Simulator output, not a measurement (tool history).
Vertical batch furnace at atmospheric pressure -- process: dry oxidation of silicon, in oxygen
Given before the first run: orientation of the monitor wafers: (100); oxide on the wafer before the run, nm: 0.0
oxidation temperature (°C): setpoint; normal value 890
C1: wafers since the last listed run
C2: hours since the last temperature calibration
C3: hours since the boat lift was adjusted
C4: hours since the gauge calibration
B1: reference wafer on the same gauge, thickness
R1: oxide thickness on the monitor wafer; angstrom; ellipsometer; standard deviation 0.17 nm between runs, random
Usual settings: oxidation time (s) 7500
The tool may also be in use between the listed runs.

{"run": 1, "day": 0.0, "oxidation temperature (°C)": 890, "oxidation time (s)": 7500, "C1": 0, "C2": 3312.9, "C3": 2855.5, "C4": 2255.8, "B1": 34.6, "R1": 282.4}
{"run": 2, "day": 3.021, "oxidation temperature (°C)": 890, "oxidation time (s)": 7500, "C1": 1166, "C2": 3385.4, "C3": 2928.0, "C4": 2328.3, "B1": 34.55, "R1": 278.6}
{"run": 3, "day": 6.1, "oxidation temperature (°C)": 897, "oxidation time (s)": 7500, "C1": 1189, "C2": 3459.3, "C3": 3001.9, "C4": 2402.2, "B1": 34.59, "R1": 300.2}
{"run": 4, "day": 7.671, "oxidation temperature (°C)": 897, "oxidation time (s)": 7500, "C1": 606, "C2": 3497.0, "C3": 3039.6, "C4": 2439.9, "B1": 34.61, "R1": 301.1}
{"run": 5, "day": 10.854, "oxidation temperature (°C)": 890, "oxidation time (s)": 7500, "C1": 1229, "C2": 3573.4, "C3": 3116.0, "C4": 2516.3, "B1": 34.56, "R1": 279.7}
{"run": 6, "day": 12.821, "oxidation temperature (°C)": 890, "oxidation time (s)": 7500, "C1": 759, "C2": 3620.6, "C3": 3163.2, "C4": 2563.5, "B1": 34.6, "R1": 277.5}
{"run": 7, "day": 16.758, "oxidation temperature (°C)": 890, "oxidation time (s)": 7500, "C1": 1520, "C2": 3715.1, "C3": 3257.7, "C4": 2658.0, "B1": 34.59, "R1": 279.7}
{"run": 8, "day": 20.938, "oxidation temperature (°C)": 882, "oxidation time (s)": 7500, "C1": 1613, "C2": 3815.4, "C3": 3358.0, "C4": 2758.3, "B1": 34.62, "R1": 258.8}
{"run": 9, "day": 24.55, "oxidation temperature (°C)": 882, "oxidation time (s)": 7500, "C1": 1394, "C2": 3902.1, "C3": 3444.7, "C4": 2845.0, "B1": 34.6, "R1": 257.1}
{"run": 10, "day": 28.625, "oxidation temperature (°C)": 882, "oxidation time (s)": 7500, "C1": 1573, "C2": 3999.9, "C3": 3542.5, "C4": 2942.8, "B1": 34.6, "R1": 258.1}
{"run": 11, "day": 31.917, "oxidation temperature (°C)": 890, "oxidation time (s)": 10230, "C1": 1271, "C2": 4078.9, "C3": 3621.5, "C4": 3021.8, "B1": 34.58, "R1": 345.1}
{"run": 12, "day": 41.175, "oxidation temperature (°C)": 890, "oxidation time (s)": 8310, "C1": 3575, "C2": 4301.1, "C3": 3843.7, "C4": 3244.0, "B1": 34.58, "R1": 297.5}
{"day": 42.533, "done": "gauge calibrated"}
{"run": 13, "day": 44.371, "oxidation temperature (°C)": 890, "oxidation time (s)": 7500, "C1": 1234, "C2": 4377.8, "C3": 3920.4, "C4": 44.1, "B1": 34.64, "R1": 279.6}
{"run": 14, "day": 46.062, "oxidation temperature (°C)": 890, "oxidation time (s)": 7500, "C1": 653, "C2": 4418.4, "C3": 3961.0, "C4": 84.7, "B1": 34.61, "R1": 280.5}
{"run": 15, "day": 49.875, "oxidation temperature (°C)": 890, "oxidation time (s)": 9270, "C1": 1472, "C2": 4509.9, "C3": 4052.5, "C4": 176.2, "B1": 34.58, "R1": 322.4}
{"run": 16, "day": 56.283, "oxidation temperature (°C)": 890, "oxidation time (s)": 9270, "C1": 2474, "C2": 4663.7, "C3": 4206.3, "C4": 330.0, "B1": 34.59, "R1": 323.0}
{"run": 17, "day": 59.133, "oxidation temperature (°C)": 871, "oxidation time (s)": 10800, "C1": 1100, "C2": 4732.1, "C3": 4274.7, "C4": 398.4, "B1": 34.61, "R1": 289.0}
{"run": 18, "day": 63.321, "oxidation temperature (°C)": 913, "oxidation time (s)": 10890, "C1": 1617, "C2": 4832.6, "C3": 4375.2, "C4": 498.9, "B1": 34.62, "R1": 460.3}
{"day": 64.362, "done": "thermocouples replaced and temperature profile calibrated"}
{"run": 19, "day": 67.529, "oxidation temperature (°C)": 890, "oxidation time (s)": 7500, "C1": 1238, "C2": 76.0, "C3": 4476.2, "C4": 599.9, "B1": 34.62, "R1": 275.6}
{"run": 20, "day": 71.833, "oxidation temperature (°C)": 898, "oxidation time (s)": 8460, "C1": 1662, "C2": 179.3, "C3": 4579.5, "C4": 703.2, "B1": 34.63, "R1": 323.6}
{"run": 21, "day": 75.196, "oxidation temperature (°C)": 890, "oxidation time (s)": 7500, "C1": 1298, "C2": 260.0, "C3": 4660.2, "C4": 783.9, "B1": 34.58, "R1": 275.6}
{"day": 76.762, "done": "boat lift adjusted"}
{"run": 22, "day": 77.479, "oxidation temperature (°C)": 890, "oxidation time (s)": 9030, "C1": 495, "C2": 314.8, "C3": 17.2, "C4": 838.7, "B1": 34.56, "R1": 328.6}
{"run": 23, "day": 81.125, "oxidation temperature (°C)": 890, "oxidation time (s)": 7500, "C1": 1407, "C2": 402.3, "C3": 104.7, "C4": 926.2, "B1": 34.59, "R1": 288.7}
{"run": 24, "day": 84.867, "oxidation temperature (°C)": 890, "oxidation time (s)": 7500, "C1": 1444, "C2": 492.1, "C3": 194.5, "C4": 1016.0, "B1": 34.61, "R1": 288.4}
{"run": 25, "day": 87.592, "oxidation temperature (°C)": 890, "oxidation time (s)": 5940, "C1": 1052, "C2": 557.5, "C3": 259.9, "C4": 1081.4, "B1": 34.62, "R1": 247.3}
{"run": 26, "day": 89.529, "oxidation temperature (°C)": 890, "oxidation time (s)": 10230, "C1": 748, "C2": 604.0, "C3": 306.4, "C4": 1127.9, "B1": 34.64, "R1": 355.6}
{"run": 27, "day": 92.15, "oxidation temperature (°C)": 911, "oxidation time (s)": 7500, "C1": 1012, "C2": 666.9, "C3": 369.3, "C4": 1190.8, "B1": 34.59, "R1": 357.6}
{"run": 28, "day": 94.375, "oxidation temperature (°C)": 867, "oxidation time (s)": 6450, "C1": 859, "C2": 720.3, "C3": 422.7, "C4": 1244.2, "B1": 34.58, "R1": 206.7}
{"run": 29, "day": 97.062, "oxidation temperature (°C)": 890, "oxidation time (s)": 7500, "C1": 1037, "C2": 784.8, "C3": 487.2, "C4": 1308.7, "B1": 34.62, "R1": 291.1}
{"run": 30, "day": 109.108, "oxidation temperature (°C)": 890, "oxidation time (s)": 4380, "C1": 4651, "C2": 1073.9, "C3": 776.3, "C4": 1597.8, "B1": 34.6, "R1": 203.1}
{"run": 31, "day": 112.667, "oxidation temperature (°C)": 877, "oxidation time (s)": 8910, "C1": 1374, "C2": 1159.3, "C3": 861.7, "C4": 1683.2, "B1": 34.61, "R1": 277.8}

Run 32 comes next. What will it give?
{"run": 32, "day": 123.712, "oxidation temperature (°C)": 890, "oxidation time (s)": 6480, "C1": 4265, "C2": 1424.4, "C3": 1126.8, "C4": 1948.3, "B1": "?", "R1": "?"}

{"run 32": {"B1": 34.59, "R1": 261.3}}
On a tool with no hidden condition, and with the same random variation, this run would have come out at R1 264.5 angstrom.

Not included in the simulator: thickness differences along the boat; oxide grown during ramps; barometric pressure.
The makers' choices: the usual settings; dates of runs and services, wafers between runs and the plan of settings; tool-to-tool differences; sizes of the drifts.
